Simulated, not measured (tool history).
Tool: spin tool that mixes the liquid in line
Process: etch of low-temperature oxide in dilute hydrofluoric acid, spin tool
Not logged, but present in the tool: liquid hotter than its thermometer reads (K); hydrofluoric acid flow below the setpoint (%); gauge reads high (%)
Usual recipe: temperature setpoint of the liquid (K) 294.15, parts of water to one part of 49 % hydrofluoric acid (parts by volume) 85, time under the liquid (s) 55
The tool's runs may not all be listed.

run   hour  temperature setpoint of the liquid (K)  parts of water to one part of 49 % hydrofluoric acid (parts by volume)  time under the liquid (s)  wafers since the last listed run  hours since the thermometer was replaced  hours since the hydrofluoric acid flow meter was replaced  hours since the gauge calibration  read-back film thickness of the low-temperature oxide reference wafer, read on the same gauge (nm)  thickness taken off the low-temperature oxide on a monitor wafer (nm)
  1      0                                  294.15                                                                      85                         55                                 0                                    1765.7                                                        978                              358.1                                                                                               69.99                                                                   6.86
  2  106.9                                  294.15                                                                      85                         55                              1199                                    1872.6                                                     1084.9                                465                                                                                               70.01                                                                   6.81
  3  162.7                                  294.15                                                                      85                         55                               626                                    1928.4                                                     1140.7                              520.8                                                                                                  70                                                                   6.79
  4  225.3                                  294.15                                                                      60                         65                               702                                      1991                                                     1203.3                              583.4                                                                                               69.97                                                                  11.91
  5  301.1                                  294.15                                                                      60                         65                               850                                    2066.8                                                     1279.1                              659.2                                                                                               69.99                                                                  12.04
     380.5  -- thermometer replaced
  6  393.9                                  294.15                                                                      60                         65                              1030                                      13.4                                                     1371.9                                752                                                                                               69.99                                                                  11.86
     439.2  -- gauge calibrated
  7  444.3                                  294.15                                                                      85                         30                               565                                      63.8                                                     1422.3                                5.1                                                                                               69.99                                                                   3.78
     470.6  -- hydrofluoric acid flow meter replaced
  8  533.8                                  291.15                                                                      85                         30                               993                                     153.3                                                       63.2                               94.6                                                                                                  70                                                                   3.29
  9  617.3                                  295.65                                                                      85                         35                               936                                     236.8                                                      146.7                              178.1                                                                                               69.99                                                                   4.69
 10  660.4                                  298.15                                                                     105                         40                               483                                     279.9                                                      189.8                              221.2                                                                                               69.99                                                                   4.63
 11  732.8                                  294.15                                                                      85                         55                               812                                     352.3                                                      262.2                              293.6                                                                                               69.98                                                                   6.86
 12    803                                  298.15                                                                     105                         40                               787                                     422.5                                                      332.4                              363.8                                                                                               69.98                                                                   4.66
 13  872.7                                  292.65                                                                      85                         35                               782                                     492.2                                                      402.1                              433.5                                                                                               69.99                                                                   4.13
 14  936.8                                  295.65                                                                     125                         30                               719                                     556.3                                                      466.2                              497.6                                                                                               70.01                                                                   2.61

Branching from run 14: 5 alternative next runs. What would each branch give?
  A  937.2                                  294.15                                                                      85                         55                                 4                                     556.7                                                      466.6                                498                                                                                                   ?                                                                      ?
  B  937.2                                  294.15                                                                      85                         85                                 4                                     556.7                                                      466.6                                498                                                                                                   ?                                                                      ?
  C  937.2                                  294.15                                                                     120                         55                                 4                                     556.7                                                      466.6                                498                                                                                                   ?                                                                      ?
  D  937.2                                  290.15                                                                     105                         45                                 4                                     556.7                                                      466.6                                498                                                                                                   ?                                                                      ?
  E  937.2                                  294.15                                                                      70                         90                                 4                                     556.7                                                      466.6                                498                                                                                                   ?                                                                      ?

run  read-back film thickness of the low-temperature oxide reference wafer, read on the same gauge (nm)  thickness taken off the low-temperature oxide on a monitor wafer (nm)
  A                                                                                               69.98                                                                   6.91
  B                                                                                               69.98                                                                  10.67
  C                                                                                               69.98                                                                    4.7
  D                                                                                               69.98                                                                   3.79
  E                                                                                               69.98                                                                  13.97
With no hidden state in the tool, these same runs would have given:
run  thickness taken off the low-temperature oxide on a monitor wafer (nm)
  A                                                                   6.91
  B                                                                  10.67
  C                                                                    4.7
  D                                                                   3.79
  E                                                                  13.97
